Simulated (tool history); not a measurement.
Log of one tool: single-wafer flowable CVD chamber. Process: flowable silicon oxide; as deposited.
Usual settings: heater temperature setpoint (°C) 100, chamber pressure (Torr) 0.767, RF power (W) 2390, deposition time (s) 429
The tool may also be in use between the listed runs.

run,hour,heater temperature setpoint (°C),chamber pressure (Torr),RF power (W),deposition time (s),wafers since the last listed run,hours since the last thermocouple change,hours since the last RF generator calibration,hours since the last manometer calibration,hours since the showerhead was replaced,hours since the gauge calibration,"read-back reference wafer on the same gauge, thickness_nm",mean film thickness on the monitor wafer (Å)
1,0.0,100,0.767,2390,429,0,1914.2,1633.3,1934.0,6486.0,1088.0,252.172,2564.84
2,40.5,100,0.767,2390,429,168,1954.7,1673.8,1974.5,6526.5,1128.5,251.853,2574.00
3,88.1,100,0.707,2390,429,197,2002.3,1721.4,2022.1,6574.1,1176.1,251.889,2414.87
4,147.6,100,0.707,2390,429,246,2061.8,1780.9,2081.6,6633.6,1235.6,251.879,2416.19
# hour 161.4: gauge calibrated
5,175.8,100,0.707,2390,429,116,2090.0,1809.1,2109.8,6661.8,14.4,251.864,2412.25
6,235.5,110,0.767,2390,429,247,2149.7,1868.8,2169.5,6721.5,74.1,251.952,1782.59
7,279.1,100,0.886,2770,429,180,2193.3,1912.4,2213.1,6765.1,117.7,251.976,2933.82
8,337.1,113,0.844,2560,466,240,2251.3,1970.4,2271.1,6823.1,175.7,252.211,1897.34
9,371.0,92,0.903,2215,429,140,2285.2,2004.3,2305.0,6857.0,209.6,252.187,3924.21
# hour 384.3: capacitance manometer re-zeroed and calibrated
# hour 428.8: RF generator calibrated
10,432.6,100,0.767,2060,429,189,2346.8,3.8,48.3,6918.6,271.2,252.089,2536.52
11,470.6,91,0.911,2100,499,157,2384.8,41.8,86.3,6956.6,309.2,251.998,4764.09
12,538.6,100,0.622,2640,429,282,2452.8,109.8,154.3,7024.6,377.2,251.802,2181.94
13,571.2,100,0.596,2640,429,135,2485.4,142.4,186.9,7057.2,409.8,251.911,2113.25
14,631.9,100,0.767,2390,429,251,2546.1,203.1,247.6,7117.9,470.5,251.808,2576.62
# hour 684.3: thermocouple changed; heater temperature recalibrated
15,684.8,94,0.767,2390,351,186,0.5,256.0,300.5,7170.8,523.4,252.133,2780.35
16,721.3,100,0.700,2390,478,151,37.0,292.5,337.0,7207.3,559.9,252.098,2808.82
# hour 745.2: showerhead replaced
17,787.4,100,0.767,2390,429,241,103.1,358.6,403.1,42.2,626.0,251.958,2703.58
18,825.9,100,0.934,2390,429,159,141.6,397.1,441.6,80.7,664.5,252.163,3194.28
19,896.5,100,0.767,2390,429,292,212.2,467.7,512.2,151.3,735.1,251.958,2683.41
20,968.5,100,0.767,2390,429,298,284.2,539.7,584.2,223.3,807.1,251.983,2666.05

The next listed run, before its measurement:
21,1020.2,113,0.674,2155,493,214,335.9,591.4,635.9,275.0,858.8,?,?

Run 21 gave read-back reference wafer on the same gauge, thickness_nm 252.021, mean film thickness on the monitor wafer (Å) 1697.75.
Without the tool's hidden state the same run would have given mean film thickness on the monitor wafer (Å) 1729.06.

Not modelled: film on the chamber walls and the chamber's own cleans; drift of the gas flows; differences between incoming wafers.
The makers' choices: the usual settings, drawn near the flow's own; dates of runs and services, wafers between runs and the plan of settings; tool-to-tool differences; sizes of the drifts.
